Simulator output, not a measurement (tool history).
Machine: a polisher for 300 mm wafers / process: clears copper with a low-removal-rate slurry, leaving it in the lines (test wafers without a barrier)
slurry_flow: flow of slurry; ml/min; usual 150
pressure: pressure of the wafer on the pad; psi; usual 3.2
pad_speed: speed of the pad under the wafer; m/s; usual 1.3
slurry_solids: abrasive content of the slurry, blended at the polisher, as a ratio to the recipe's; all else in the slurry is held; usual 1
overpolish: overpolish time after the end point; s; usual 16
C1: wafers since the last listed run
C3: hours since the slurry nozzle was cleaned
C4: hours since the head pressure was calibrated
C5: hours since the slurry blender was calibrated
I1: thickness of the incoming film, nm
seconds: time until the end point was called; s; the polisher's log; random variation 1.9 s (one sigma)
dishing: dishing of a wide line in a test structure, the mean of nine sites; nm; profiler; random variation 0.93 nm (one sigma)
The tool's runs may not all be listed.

Run 1, hour 0: usual settings but pressure 2.6 psi; C1 0; wafers polished on this pad 1449; C3 15.3; C4 161.8; C5 7.6; I1 491.8. Result: seconds 118.8 s, dishing 42 nm.
At hour 43.5: worn pad replaced by a new one.
Run 2, hour 44: usual settings but pressure 2.6 psi; C1 289; wafers polished on this pad 3; C3 59.3; C4 205.8; C5 51.6; I1 501.5. Result: seconds 113.8 s, dishing 44 nm.
Run 3, hour 77.8: usual settings but pressure 2.6 psi; C1 244; wafers polished on this pad 248; C3 93.1; C4 239.6; C5 85.4; I1 495.2. Result: seconds 114.3 s, dishing 43.6 nm.
Run 4, hour 159.7: usual settings; C1 592; wafers polished on this pad 840; C3 175; C4 321.5; C5 167.3; I1 498.9. Result: seconds 94.6 s, dishing 49.8 nm.
Run 5, hour 261.8: usual settings; C1 738; wafers polished on this pad 1579; C3 277.1; C4 423.6; C5 269.4; I1 499.4. Result: seconds 97.2 s, dishing 49.9 nm.
At hour 268.8: worn pad replaced by a new one.
Run 6, hour 313.6: usual settings; C1 345; wafers polished on this pad 324; C3 328.9; C4 475.4; C5 321.2; I1 505.3. Result: seconds 98.1 s, dishing 51 nm.
At hour 352.4: slurry blender recalibrated.
Run 7, hour 368.8: usual settings but slurry_solids 0.9; C1 384; wafers polished on this pad 708; C3 384.1; C4 530.6; C5 16.4; I1 508.4. Result: seconds 101.8 s, dishing 51.2 nm.
Run 8, hour 443.4: usual settings but overpolish 18 s; C1 539; wafers polished on this pad 1248; C3 458.7; C4 605.2; C5 91; I1 503.1. Result: seconds 96.2 s, dishing 56.7 nm.
At hour 512.7: worn pad replaced by a new one.
Run 9, hour 546.5: usual settings but pressure 4.1 psi, slurry_solids 0.85; C1 716; wafers polished on this pad 244; C3 561.8; C4 708.3; C5 194.1; I1 510.2. Result: seconds 75.4 s, dishing 62.2 nm.
Run 10, hour 588.1: usual settings but overpolish 23 s; C1 300; wafers polished on this pad 545; C3 603.4; C4 749.9; C5 235.7; I1 502.5. Result: seconds 93.1 s, dishing 65.8 nm.
At hour 689.3: slurry blender recalibrated.
Run 11, hour 693.4: usual settings but pressure 4 psi; C1 747; wafers polished on this pad 1292; C3 708.7; C4 855.2; C5 4.1; I1 497.9. Result: seconds 74.8 s, dishing 60.9 nm.
Run 12, hour 735.4: usual settings; C1 303; wafers polished on this pad 1596; C3 750.7; C4 897.2; C5 46.1; I1 500.3. Result: seconds 95.8 s, dishing 50.5 nm.
At hour 754: slurry nozzle cleaned.
At hour 755.8: worn pad replaced by a new one.
Run 13, hour 789.3: usual settings; C1 369; wafers polished on this pad 242; C3 35.3; C4 951.1; C5 100; I1 497.9. Result: seconds 98.3 s, dishing 52.3 nm.
Run 14, hour 835.4: usual settings but pressure 2.8 psi, slurry_solids 1.15; C1 333; wafers polished on this pad 575; C3 81.4; C4 997.2; C5 146.1; I1 502.3. Result: seconds 107.1 s, dishing 46.6 nm.
At hour 861.1: head pressure recalibrated.
Run 15, hour 895.2: usual settings but slurry_solids 1.1; C1 418; wafers polished on this pad 993; C3 141.2; C4 34.1; C5 205.9; I1 499.4. Result: seconds 95.2 s, dishing 50.9 nm.
At hour 983.1: worn pad replaced by a new one.
At hour 1045.4: slurry blender recalibrated.
Run 16, hour 1049.2: usual settings but pressure 3.8 psi; C1 1070; wafers polished on this pad 463; C3 295.2; C4 188.1; C5 3.8; I1 496.8. Result: seconds 79.9 s, dishing 60 nm.
Run 17, hour 1146.7: usual settings but pressure 2.7 psi, pad_speed 1.1 m/s, slurry_solids 0.9, overpolish 8 s; C1 705; wafers polished on this pad 1169; C3 392.7; C4 285.6; C5 101.3; I1 495. Result: seconds 132.6 s, dishing 20.5 nm.

3 ways to go on from here, each from the tool as it stands after run 17. What would each give?
Run A, hour 1147.2: usual settings; C1 3; wafers polished on this pad 1172; C3 393.2; C4 286.1; C5 101.8; I1 492.7. Result: seconds ?, dishing ?.
Run B, hour 1147.2: usual settings but pressure 3.5 psi; C1 3; wafers polished on this pad 1172; C3 393.2; C4 286.1; C5 101.8; I1 492.7. Result: seconds ?, dishing ?.
Run C, hour 1147.2: usual settings but slurry_flow 185 ml/min, slurry_solids 1.1; C1 3; wafers polished on this pad 1172; C3 393.2; C4 286.1; C5 101.8; I1 492.7. Result: seconds ?, dishing ?.

run  seconds  dishing
  A     94.8     52.6
  B     86.6     56.7
  C     90.9     54.4
The same runs, with their run-to-run variation unchanged, on a tool lacking any hidden condition would have given:
run  seconds  dishing
  A     94.8     52.6
  B     86.6     56.7
  C     90.9     54.4
